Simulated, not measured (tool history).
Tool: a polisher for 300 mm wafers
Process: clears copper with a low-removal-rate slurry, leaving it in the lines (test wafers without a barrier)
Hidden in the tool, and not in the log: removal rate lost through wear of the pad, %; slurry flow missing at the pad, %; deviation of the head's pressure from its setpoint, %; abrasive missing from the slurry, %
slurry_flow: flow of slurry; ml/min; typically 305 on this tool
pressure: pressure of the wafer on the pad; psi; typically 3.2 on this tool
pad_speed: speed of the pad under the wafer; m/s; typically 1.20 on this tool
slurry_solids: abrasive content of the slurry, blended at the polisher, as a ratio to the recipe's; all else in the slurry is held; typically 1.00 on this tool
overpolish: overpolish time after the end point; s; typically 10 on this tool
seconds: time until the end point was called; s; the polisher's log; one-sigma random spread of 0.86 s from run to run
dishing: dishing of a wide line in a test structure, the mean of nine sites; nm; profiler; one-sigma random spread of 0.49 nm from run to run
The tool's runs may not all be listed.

| run | hour | slurry_flow | pressure | pad_speed | slurry_solids | overpolish | wafers since the last listed run | wafers polished on this pad | hours since the slurry nozzle was cleaned | hours since the head pressure was calibrated | hours since the slurry blender was calibrated | incoming thickness of the incoming film, nm | seconds | dishing |
|---|---|---|---|---|---|---|---|---|---|---|---|---|---|---|
| 1 | 0.0 | 305 | 3.2 | 0.92 | 1.00 | 10 | 0 | 643 | 543.8 | 738.7 | 150.8 | 420.6 | 134.4 | 22.6 |
|  | 6.4 | slurry blender recalibrated |
| 2 | 10.5 | 305 | 3.2 | 0.92 | 1.00 | 10 | 71 | 715 | 554.3 | 749.2 | 4.1 | 411.5 | 133.5 | 22.5 |
| 3 | 21.3 | 305 | 2.4 | 1.20 | 1.00 | 7 | 90 | 805 | 565.1 | 760.0 | 14.9 | 418.0 | 124.8 | 17.1 |
| 4 | 38.2 | 305 | 2.4 | 1.20 | 1.00 | 7 | 141 | 947 | 582.0 | 776.9 | 31.8 | 418.8 | 128.0 | 17.2 |
| 5 | 68.0 | 305 | 2.4 | 1.20 | 1.00 | 7 | 249 | 1196 | 611.8 | 806.7 | 61.6 | 419.8 | 131.7 | 16.6 |
|  | 78.2 | worn pad replaced by a new one |
| 6 | 84.0 | 305 | 3.2 | 1.20 | 1.00 | 5 | 100 | 48 | 627.8 | 822.7 | 77.6 | 424.4 | 118.9 | 13.8 |
| 7 | 93.2 | 305 | 3.2 | 1.20 | 1.00 | 10 | 77 | 126 | 637.0 | 831.9 | 86.8 | 421.8 | 117.9 | 25.3 |
| 8 | 104.1 | 305 | 3.2 | 1.20 | 1.00 | 10 | 91 | 217 | 647.9 | 842.8 | 97.7 | 417.9 | 118.1 | 25.0 |
| 9 | 117.5 | 305 | 3.2 | 1.20 | 1.00 | 10 | 112 | 329 | 661.3 | 856.2 | 111.1 | 421.5 | 118.4 | 25.1 |
|  | 129.6 | head pressure recalibrated |
|  | 138.9 | worn pad replaced by a new one, repeated, since the last time left the tool worse |
| 10 | 145.1 | 305 | 3.2 | 0.92 | 1.15 | 10 | 181 | 52 | 688.9 | 15.5 | 138.7 | 418.9 | 124.6 | 23.7 |
| 11 | 153.4 | 335 | 2.4 | 1.20 | 1.00 | 10 | 69 | 121 | 697.2 | 23.8 | 147.0 | 419.6 | 119.9 | 25.0 |
| 12 | 165.0 | 335 | 2.4 | 1.20 | 1.00 | 10 | 97 | 218 | 708.8 | 35.4 | 158.6 | 421.3 | 119.7 | 24.5 |
|  | 169.3 | slurry blender recalibrated |
|  | 180.7 | slurry nozzle cleaned |
| 13 | 181.2 | 305 | 3.2 | 1.20 | 1.00 | 14 | 110 | 329 | 0.5 | 51.6 | 11.9 | 415.7 | 101.4 | 37.6 |
| 14 | 194.4 | 305 | 3.2 | 1.20 | 1.00 | 14 | 110 | 440 | 13.7 | 64.8 | 25.1 | 419.7 | 102.5 | 36.5 |
| 15 | 211.6 | 305 | 3.2 | 1.20 | 1.00 | 10 | 144 | 584 | 30.9 | 82.0 | 42.3 | 419.1 | 103.6 | 27.7 |
| 16 | 219.6 | 255 | 2.8 | 1.20 | 0.70 | 12 | 67 | 651 | 38.9 | 90.0 | 50.3 | 417.1 | 125.8 | 27.4 |
| 17 | 230.0 | 305 | 3.2 | 1.20 | 1.00 | 10 | 87 | 738 | 49.3 | 100.4 | 60.7 | 417.2 | 104.5 | 28.7 |
| 18 | 240.1 | 385 | 2.4 | 1.20 | 1.15 | 13 | 84 | 823 | 59.4 | 110.5 | 70.8 | 419.4 | 117.9 | 31.4 |
| 19 | 271.6 | 305 | 3.2 | 1.20 | 1.00 | 10 | 263 | 1087 | 90.9 | 142.0 | 102.3 | 412.3 | 108.2 | 26.9 |
| 20 | 288.0 | 240 | 2.2 | 1.20 | 1.00 | 10 | 137 | 1224 | 107.3 | 158.4 | 118.7 | 417.0 | 141.9 | 21.0 |
|  | 301.3 | worn pad replaced by a new one |
| 21 | 301.8 | 305 | 3.2 | 1.20 | 1.00 | 10 | 82 | 4 | 121.1 | 172.2 | 132.5 | 415.6 | 101.0 | 29.5 |
| 22 | 315.4 | 375 | 4.3 | 1.20 | 1.00 | 10 | 113 | 118 | 134.7 | 185.8 | 146.1 | 424.4 | 84.5 | 33.2 |
| 23 | 324.3 | 355 | 4.2 | 1.20 | 1.00 | 10 | 74 | 193 | 143.6 | 194.7 | 155.0 | 420.5 | 84.5 | 33.3 |
| 24 | 336.3 | 305 | 3.2 | 1.20 | 0.90 | 4 | 100 | 293 | 155.6 | 206.7 | 167.0 | 417.4 | 104.1 | 12.5 |
|  | 339.0 | slurry blender recalibrated |
| 25 | 345.3 | 230 | 3.2 | 1.20 | 1.00 | 12 | 58 | 352 | 164.6 | 215.7 | 6.3 | 419.3 | 105.3 | 31.0 |
| 26 | 356.6 | 305 | 2.4 | 0.82 | 1.25 | 15 | 94 | 447 | 175.9 | 227.0 | 17.6 | 424.5 | 164.4 | 26.2 |
| 27 | 367.5 | 305 | 3.2 | 1.20 | 1.00 | 10 | 91 | 538 | 186.8 | 237.9 | 28.5 | 418.6 | 103.5 | 27.8 |
| 28 | 381.7 | 395 | 3.2 | 1.20 | 1.00 | 16 | 119 | 657 | 201.0 | 252.1 | 42.7 | 417.5 | 102.9 | 40.8 |

How would selected steps in seconds from run to run divide? Give the signed amount a tool lacking its hidden state would still show from settings, what came in and random variation, and the signed amount left for the hidden state, including any gauge scatter that is not in both of the compared results.
Run 9 -> 10: pad_speed 1.20 -> 0.92, slurry_solids 1.00 -> 1.15, head pressure recalibrated, worn pad replaced by a new one, repeated, since the last time left the tool worse. seconds +6.2 s: hidden state -16.7, all else +22.9.
Run 20 -> 21: slurry_flow 240 -> 305, pressure 2.2 -> 3.2, worn pad replaced by a new one. seconds -40.9 s: hidden state -12.8, all else -28.1.
Run 25 -> 26: slurry_flow 230 -> 305, pressure 3.2 -> 2.4, pad_speed 1.20 -> 0.82, slurry_solids 1.00 -> 1.25, overpolish 12 -> 15. seconds +59.1 s: hidden state +1.6, all else +57.5.
Run 26 -> 27: pressure 2.4 -> 3.2, pad_speed 0.82 -> 1.20, slurry_solids 1.25 -> 1.00, overpolish 15 -> 10. seconds -60.9 s: hidden state -0.7, all else -60.2.
